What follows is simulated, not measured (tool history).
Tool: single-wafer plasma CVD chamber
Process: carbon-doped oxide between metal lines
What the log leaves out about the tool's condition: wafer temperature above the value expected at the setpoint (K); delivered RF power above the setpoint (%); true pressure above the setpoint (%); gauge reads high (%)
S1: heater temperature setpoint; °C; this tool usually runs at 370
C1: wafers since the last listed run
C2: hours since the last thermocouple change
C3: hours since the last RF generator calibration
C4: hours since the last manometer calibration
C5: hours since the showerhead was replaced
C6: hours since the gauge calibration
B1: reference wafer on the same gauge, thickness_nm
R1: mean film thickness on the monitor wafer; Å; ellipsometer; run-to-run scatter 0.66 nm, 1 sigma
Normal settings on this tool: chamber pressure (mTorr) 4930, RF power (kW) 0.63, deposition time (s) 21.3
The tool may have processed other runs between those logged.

{"run": 1, "day": 0.0, "S1": 370, "chamber pressure (mTorr)": 4930, "RF power (kW)": 0.63, "deposition time (s)": 21.3, "C1": 0, "C2": 2566.8, "C3": 574.6, "C4": 306.2, "C5": 106.7, "C6": 1253.9, "B1": 134.985, "R1": 1149.52}
{"run": 2, "day": 2.971, "S1": 370, "chamber pressure (mTorr)": 4930, "RF power (kW)": 0.63, "deposition time (s)": 21.3, "C1": 1595, "C2": 2638.1, "C3": 645.9, "C4": 377.5, "C5": 178, "C6": 1325.2, "B1": 135.024, "R1": 1141.27}
{"run": 3, "day": 5.117, "S1": 374, "chamber pressure (mTorr)": 4930, "RF power (kW)": 0.63, "deposition time (s)": 23.3, "C1": 1152, "C2": 2689.6, "C3": 697.4, "C4": 429, "C5": 229.5, "C6": 1376.7, "B1": 134.776, "R1": 1230.42}
{"run": 4, "day": 7.492, "S1": 370, "chamber pressure (mTorr)": 3930, "RF power (kW)": 0.565, "deposition time (s)": 21.3, "C1": 1275, "C2": 2746.6, "C3": 754.4, "C4": 486, "C5": 286.5, "C6": 1433.7, "B1": 135.031, "R1": 1049.32}
{"run": 5, "day": 9.025, "S1": 364, "chamber pressure (mTorr)": 5390, "RF power (kW)": 0.63, "deposition time (s)": 21.3, "C1": 823, "C2": 2783.4, "C3": 791.2, "C4": 522.8, "C5": 323.3, "C6": 1470.5, "B1": 135.218, "R1": 1176.74}
{"day": 9.412, "done": "thermocouple changed; heater temperature recalibrated"}
{"day": 9.446, "done": "gauge calibrated"}
{"run": 6, "day": 11.538, "S1": 370, "chamber pressure (mTorr)": 4930, "RF power (kW)": 0.595, "deposition time (s)": 22.6, "C1": 1170, "C2": 51, "C3": 851.5, "C4": 583.1, "C5": 383.6, "C6": 50.2, "B1": 135.149, "R1": 1171.58}
{"run": 7, "day": 13.488, "S1": 366, "chamber pressure (mTorr)": 3760, "RF power (kW)": 0.685, "deposition time (s)": 22.8, "C1": 1047, "C2": 97.8, "C3": 898.3, "C4": 629.9, "C5": 430.4, "C6": 97, "B1": 135.142, "R1": 1201.37}
{"run": 8, "day": 15.542, "S1": 359, "chamber pressure (mTorr)": 4930, "RF power (kW)": 0.63, "deposition time (s)": 18.7, "C1": 1103, "C2": 147.1, "C3": 947.6, "C4": 679.2, "C5": 479.7, "C6": 146.3, "B1": 135.048, "R1": 1015.69}
{"run": 9, "day": 18.221, "S1": 364, "chamber pressure (mTorr)": 4930, "RF power (kW)": 0.63, "deposition time (s)": 21.3, "C1": 1438, "C2": 211.4, "C3": 1011.9, "C4": 743.5, "C5": 544, "C6": 210.6, "B1": 134.943, "R1": 1139.6}
{"run": 10, "day": 21.0, "S1": 370, "chamber pressure (mTorr)": 4930, "RF power (kW)": 0.63, "deposition time (s)": 21.3, "C1": 1492, "C2": 278.1, "C3": 1078.6, "C4": 810.2, "C5": 610.7, "C6": 277.3, "B1": 134.999, "R1": 1120.43}
{"run": 11, "day": 23.412, "S1": 370, "chamber pressure (mTorr)": 4930, "RF power (kW)": 0.63, "deposition time (s)": 21.3, "C1": 1295, "C2": 336, "C3": 1136.5, "C4": 868.1, "C5": 668.6, "C6": 335.2, "B1": 134.972, "R1": 1119.96}
{"run": 12, "day": 24.488, "S1": 377, "chamber pressure (mTorr)": 3850, "RF power (kW)": 0.74, "deposition time (s)": 24.8, "C1": 577, "C2": 361.8, "C3": 1162.3, "C4": 893.9, "C5": 694.4, "C6": 361, "B1": 135.173, "R1": 1301.17}
{"run": 13, "day": 26.838, "S1": 380, "chamber pressure (mTorr)": 3960, "RF power (kW)": 0.63, "deposition time (s)": 17.6, "C1": 1261, "C2": 418.2, "C3": 1218.7, "C4": 950.3, "C5": 750.8, "C6": 417.4, "B1": 134.956, "R1": 868.7}
{"run": 14, "day": 27.954, "S1": 356, "chamber pressure (mTorr)": 3820, "RF power (kW)": 0.735, "deposition time (s)": 22.9, "C1": 599, "C2": 445, "C3": 1245.5, "C4": 977.1, "C5": 777.6, "C6": 444.2, "B1": 135.093, "R1": 1254.17}
{"run": 15, "day": 30.754, "S1": 356, "chamber pressure (mTorr)": 5660, "RF power (kW)": 0.665, "deposition time (s)": 17.7, "C1": 1503, "C2": 512.2, "C3": 1312.7, "C4": 1044.3, "C5": 844.8, "C6": 511.4, "B1": 135.021, "R1": 1005.13}
{"run": 16, "day": 31.846, "S1": 370, "chamber pressure (mTorr)": 4930, "RF power (kW)": 0.63, "deposition time (s)": 20, "C1": 586, "C2": 538.4, "C3": 1338.9, "C4": 1070.5, "C5": 871, "C6": 537.6, "B1": 135.016, "R1": 1045.35}
{"day": 33.929, "done": "RF generator calibrated"}
{"day": 34.438, "done": "capacitance manometer re-zeroed and calibrated"}
{"run": 17, "day": 34.738, "S1": 370, "chamber pressure (mTorr)": 4930, "RF power (kW)": 0.545, "deposition time (s)": 21.3, "C1": 1194, "C2": 607.8, "C3": 19.4, "C4": 7.2, "C5": 940.4, "C6": 607, "B1": 134.892, "R1": 1097.33}
{"run": 18, "day": 37.129, "S1": 370, "chamber pressure (mTorr)": 4930, "RF power (kW)": 0.69, "deposition time (s)": 21.3, "C1": 1284, "C2": 665.2, "C3": 76.8, "C4": 64.6, "C5": 997.8, "C6": 664.4, "B1": 135.145, "R1": 1200.4}
{"run": 19, "day": 39.458, "S1": 370, "chamber pressure (mTorr)": 3990, "RF power (kW)": 0.51, "deposition time (s)": 24.8, "C1": 1250, "C2": 721.1, "C3": 132.7, "C4": 120.5, "C5": 1053.7, "C6": 720.3, "B1": 135.111, "R1": 1185.86}
{"run": 20, "day": 41.621, "S1": 358, "chamber pressure (mTorr)": 5820, "RF power (kW)": 0.63, "deposition time (s)": 21.3, "C1": 1161, "C2": 773, "C3": 184.6, "C4": 172.4, "C5": 1105.6, "C6": 772.2, "B1": 134.927, "R1": 1202.74}
{"run": 21, "day": 44.096, "S1": 370, "chamber pressure (mTorr)": 4930, "RF power (kW)": 0.63, "deposition time (s)": 21.3, "C1": 1328, "C2": 832.4, "C3": 244, "C4": 231.8, "C5": 1165, "C6": 831.6, "B1": 134.926, "R1": 1158.08}
{"run": 22, "day": 46.408, "S1": 370, "chamber pressure (mTorr)": 4930, "RF power (kW)": 0.63, "deposition time (s)": 21.3, "C1": 1241, "C2": 887.9, "C3": 299.5, "C4": 287.3, "C5": 1220.5, "C6": 887.1, "B1": 135.213, "R1": 1153.27}
{"run": 23, "day": 50.438, "S1": 376, "chamber pressure (mTorr)": 4930, "RF power (kW)": 0.7, "deposition time (s)": 24.3, "C1": 2163, "C2": 984.6, "C3": 396.2, "C4": 384, "C5": 1317.2, "C6": 983.8, "B1": 135.039, "R1": 1346.97}
{"run": 24, "day": 51.458, "S1": 370, "chamber pressure (mTorr)": 4930, "RF power (kW)": 0.63, "deposition time (s)": 21.3, "C1": 548, "C2": 1009.1, "C3": 420.7, "C4": 408.5, "C5": 1341.7, "C6": 1008.3, "B1": 135.057, "R1": 1139.74}
{"run": 25, "day": 52.767, "S1": 360, "chamber pressure (mTorr)": 3890, "RF power (kW)": 0.63, "deposition time (s)": 21.3, "C1": 702, "C2": 1040.5, "C3": 452.1, "C4": 439.9, "C5": 1373.1, "C6": 1039.7, "B1": 135.015, "R1": 1121.76}
{"run": 26, "day": 55.658, "S1": 370, "chamber pressure (mTorr)": 5620, "RF power (kW)": 0.51, "deposition time (s)": 21.3, "C1": 1552, "C2": 1109.9, "C3": 521.5, "C4": 509.3, "C5": 1442.5, "C6": 1109.1, "B1": 134.875, "R1": 1086.45}
{"run": 27, "day": 57.3, "S1": 370, "chamber pressure (mTorr)": 4930, "RF power (kW)": 0.735, "deposition time (s)": 24, "C1": 881, "C2": 1149.3, "C3": 560.9, "C4": 548.7, "C5": 1481.9, "C6": 1148.5, "B1": 134.817, "R1": 1370.01}

Describe how what the log doesn't record of the tool's condition differs between the last listed run preceding each entry between runs and the first listed run following it.
After run 5, before run 6: thermocouple changed; heater temperature recalibrated (day 9.412); gauge calibrated (day 9.446)
  delivered RF power above the setpoint (%): -6.27 -> -6.66
  what was measured, less what the result would be without the hidden state, R1: -27 -> -28.62 Å
After run 16, before run 17: RF generator calibrated (day 33.929); capacitance manometer re-zeroed and calibrated (day 34.438)
  delivered RF power above the setpoint (%): -9.84 -> -0.189
  what was measured, less what the result would be without the hidden state, R1: -38.3 -> -0.74 Å
